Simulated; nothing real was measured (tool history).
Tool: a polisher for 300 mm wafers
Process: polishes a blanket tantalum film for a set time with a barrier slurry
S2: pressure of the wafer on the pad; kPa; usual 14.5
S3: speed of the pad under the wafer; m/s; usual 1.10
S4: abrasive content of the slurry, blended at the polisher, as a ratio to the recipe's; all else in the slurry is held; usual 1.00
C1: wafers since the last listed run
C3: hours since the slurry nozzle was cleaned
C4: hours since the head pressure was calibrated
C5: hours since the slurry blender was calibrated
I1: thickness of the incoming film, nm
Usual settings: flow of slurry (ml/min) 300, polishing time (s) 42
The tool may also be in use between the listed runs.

{"run": 1, "hour": 0.0, "flow of slurry (ml/min)": 300, "S2": 14.5, "S3": 1.1, "S4": 1.0, "polishing time (s)": 42, "C1": 0, "wafers polished on this pad": 180, "C3": 28.9, "C4": 56.8, "C5": 49.5, "I1": 233.7, "film removed (Å)": 833}
{"run": 2, "hour": 53.2, "flow of slurry (ml/min)": 220, "S2": 14.5, "S3": 1.1, "S4": 1.0, "polishing time (s)": 42, "C1": 653, "wafers polished on this pad": 833, "C3": 82.1, "C4": 110.0, "C5": 102.7, "I1": 230.2, "film removed (Å)": 778}
{"run": 3, "hour": 113.3, "flow of slurry (ml/min)": 220, "S2": 14.5, "S3": 1.1, "S4": 1.0, "polishing time (s)": 42, "C1": 738, "wafers polished on this pad": 1572, "C3": 142.2, "C4": 170.1, "C5": 162.8, "I1": 227.9, "film removed (Å)": 778}
{"run": 4, "hour": 144.4, "flow of slurry (ml/min)": 220, "S2": 14.5, "S3": 1.1, "S4": 1.0, "polishing time (s)": 42, "C1": 382, "wafers polished on this pad": 1954, "C3": 173.3, "C4": 201.2, "C5": 193.9, "I1": 230.7, "film removed (Å)": 770}
{"hour": 148.8, "done": "slurry blender recalibrated"}
{"hour": 186.0, "done": "worn pad replaced by a new one"}
{"run": 5, "hour": 198.2, "flow of slurry (ml/min)": 300, "S2": 14.5, "S3": 1.1, "S4": 1.0, "polishing time (s)": 42, "C1": 587, "wafers polished on this pad": 149, "C3": 227.1, "C4": 255.0, "C5": 49.4, "I1": 232.6, "film removed (Å)": 780}
{"hour": 237.9, "done": "head pressure recalibrated"}
{"run": 6, "hour": 265.8, "flow of slurry (ml/min)": 300, "S2": 14.5, "S3": 1.1, "S4": 0.9, "polishing time (s)": 42, "C1": 805, "wafers polished on this pad": 955, "C3": 294.7, "C4": 27.9, "C5": 117.0, "I1": 231.7, "film removed (Å)": 761}
{"run": 7, "hour": 320.6, "flow of slurry (ml/min)": 300, "S2": 14.5, "S3": 1.1, "S4": 0.9, "polishing time (s)": 42, "C1": 673, "wafers polished on this pad": 1628, "C3": 349.5, "C4": 82.7, "C5": 171.8, "I1": 227.5, "film removed (Å)": 759}
{"hour": 340.7, "done": "slurry blender recalibrated"}
{"run": 8, "hour": 350.9, "flow of slurry (ml/min)": 300, "S2": 14.5, "S3": 1.1, "S4": 0.9, "polishing time (s)": 42, "C1": 347, "wafers polished on this pad": 1976, "C3": 379.8, "C4": 113.0, "C5": 10.2, "I1": 228.7, "film removed (Å)": 755}
{"hour": 371.7, "done": "slurry nozzle cleaned"}
{"run": 9, "hour": 386.3, "flow of slurry (ml/min)": 300, "S2": 14.5, "S3": 1.1, "S4": 1.0, "polishing time (s)": 42, "C1": 422, "wafers polished on this pad": 2399, "C3": 14.6, "C4": 148.4, "C5": 45.6, "I1": 225.9, "film removed (Å)": 815}
{"hour": 401.0, "done": "worn pad replaced by a new one"}
{"run": 10, "hour": 443.0, "flow of slurry (ml/min)": 300, "S2": 14.5, "S3": 1.1, "S4": 1.0, "polishing time (s)": 42, "C1": 647, "wafers polished on this pad": 516, "C3": 71.3, "C4": 205.1, "C5": 102.3, "I1": 228.9, "film removed (Å)": 810}
{"run": 11, "hour": 468.2, "flow of slurry (ml/min)": 225, "S2": 14.5, "S3": 1.3, "S4": 1.0, "polishing time (s)": 42, "C1": 309, "wafers polished on this pad": 825, "C3": 96.5, "C4": 230.3, "C5": 127.5, "I1": 230.2, "film removed (Å)": 883}
{"hour": 527.0, "done": "head pressure recalibrated"}
{"hour": 588.0, "done": "slurry blender recalibrated"}
{"run": 12, "hour": 610.6, "flow of slurry (ml/min)": 400, "S2": 14.5, "S3": 1.26, "S4": 1.25, "polishing time (s)": 35, "C1": 1700, "wafers polished on this pad": 2526, "C3": 238.9, "C4": 83.6, "C5": 22.6, "I1": 227.3, "film removed (Å)": 785}
{"hour": 632.7, "done": "worn pad replaced by a new one"}
{"run": 13, "hour": 636.0, "flow of slurry (ml/min)": 390, "S2": 9.7, "S3": 1.1, "S4": 1.2, "polishing time (s)": 27, "C1": 262, "wafers polished on this pad": 39, "C3": 264.3, "C4": 109.0, "C5": 48.0, "I1": 229.8, "film removed (Å)": 406}
{"run": 14, "hour": 696.1, "flow of slurry (ml/min)": 260, "S2": 17.9, "S3": 1.1, "S4": 1.0, "polishing time (s)": 42, "C1": 738, "wafers polished on this pad": 778, "C3": 324.4, "C4": 169.1, "C5": 108.1, "I1": 233.1, "film removed (Å)": 880}
{"run": 15, "hour": 720.2, "flow of slurry (ml/min)": 300, "S2": 14.5, "S3": 1.1, "S4": 1.0, "polishing time (s)": 42, "C1": 296, "wafers polished on this pad": 1074, "C3": 348.5, "C4": 193.2, "C5": 132.2, "I1": 231.5, "film removed (Å)": 772}
{"hour": 769.1, "done": "slurry nozzle cleaned"}
{"hour": 804.5, "done": "slurry blender recalibrated"}
{"hour": 816.9, "done": "head pressure recalibrated"}
{"run": 16, "hour": 831.5, "flow of slurry (ml/min)": 300, "S2": 14.5, "S3": 1.1, "S4": 1.0, "polishing time (s)": 48, "C1": 1305, "wafers polished on this pad": 2380, "C3": 62.4, "C4": 14.6, "C5": 27.0, "I1": 234.0, "film removed (Å)": 932}
{"hour": 848.0, "done": "worn pad replaced by a new one"}
{"run": 17, "hour": 901.7, "flow of slurry (ml/min)": 200, "S2": 18.6, "S3": 1.0, "S4": 1.15, "polishing time (s)": 42, "C1": 813, "wafers polished on this pad": 659, "C3": 132.6, "C4": 84.8, "C5": 97.2, "I1": 225.8, "film removed (Å)": 879}
{"run": 18, "hour": 967.0, "flow of slurry (ml/min)": 300, "S2": 12.4, "S3": 1.42, "S4": 0.9, "polishing time (s)": 42, "C1": 802, "wafers polished on this pad": 1461, "C3": 197.9, "C4": 150.1, "C5": 162.5, "I1": 225.6, "film removed (Å)": 864}
{"run": 19, "hour": 1036.4, "flow of slurry (ml/min)": 300, "S2": 17.9, "S3": 1.1, "S4": 1.0, "polishing time (s)": 42, "C1": 852, "wafers polished on this pad": 2314, "C3": 267.3, "C4": 219.5, "C5": 231.9, "I1": 230.0, "film removed (Å)": 927}
{"hour": 1041.7, "done": "slurry blender recalibrated"}
{"run": 20, "hour": 1062.3, "flow of slurry (ml/min)": 300, "S2": 14.5, "S3": 1.1, "S4": 1.0, "polishing time (s)": 54, "C1": 293, "wafers polished on this pad": 2608, "C3": 293.2, "C4": 245.4, "C5": 20.6, "I1": 231.5, "film removed (Å)": 1015}
{"hour": 1084.6, "done": "worn pad replaced by a new one"}
{"run": 21, "hour": 1108.0, "flow of slurry (ml/min)": 400, "S2": 14.5, "S3": 1.26, "S4": 1.25, "polishing time (s)": 35, "C1": 512, "wafers polished on this pad": 287, "C3": 338.9, "C4": 291.1, "C5": 66.3, "I1": 227.9, "film removed (Å)": 809}

Forecast each of these 5 alternatives for the next run:
{"run": "A", "hour": 1108.4, "flow of slurry (ml/min)": 300, "S2": 14.5, "S3": 1.1, "S4": 1.0, "polishing time (s)": 42, "C1": 4, "wafers polished on this pad": 292, "C3": 339.3, "C4": 291.5, "C5": 66.7, "I1": 226.2, "film removed (Å)": "?"}
{"run": "B", "hour": 1108.4, "flow of slurry (ml/min)": 345, "S2": 14.5, "S3": 1.1, "S4": 1.0, "polishing time (s)": 42, "C1": 4, "wafers polished on this pad": 292, "C3": 339.3, "C4": 291.5, "C5": 66.7, "I1": 226.2, "film removed (Å)": "?"}
{"run": "C", "hour": 1108.4, "flow of slurry (ml/min)": 235, "S2": 17.2, "S3": 0.82, "S4": 1.0, "polishing time (s)": 50, "C1": 4, "wafers polished on this pad": 292, "C3": 339.3, "C4": 291.5, "C5": 66.7, "I1": 226.2, "film removed (Å)": "?"}
{"run": "D", "hour": 1108.4, "flow of slurry (ml/min)": 270, "S2": 16.5, "S3": 1.1, "S4": 1.0, "polishing time (s)": 42, "C1": 4, "wafers polished on this pad": 292, "C3": 339.3, "C4": 291.5, "C5": 66.7, "I1": 226.2, "film removed (Å)": "?"}
{"run": "E", "hour": 1108.4, "flow of slurry (ml/min)": 300, "S2": 13.1, "S3": 1.1, "S4": 1.0, "polishing time (s)": 42, "C1": 4, "wafers polished on this pad": 292, "C3": 339.3, "C4": 291.5, "C5": 66.7, "I1": 226.2, "film removed (Å)": "?"}

run=A film_removed_(Å)=772
run=B film_removed_(Å)=788
run=C film_removed_(Å)=792
run=D film_removed_(Å)=837
run=E film_removed_(Å)=718
Without the tool's hidden state the same runs would have given:
run=A film_removed_(Å)=817
run=B film_removed_(Å)=828
run=C film_removed_(Å)=853
run=D film_removed_(Å)=892
run=E film_removed_(Å)=760

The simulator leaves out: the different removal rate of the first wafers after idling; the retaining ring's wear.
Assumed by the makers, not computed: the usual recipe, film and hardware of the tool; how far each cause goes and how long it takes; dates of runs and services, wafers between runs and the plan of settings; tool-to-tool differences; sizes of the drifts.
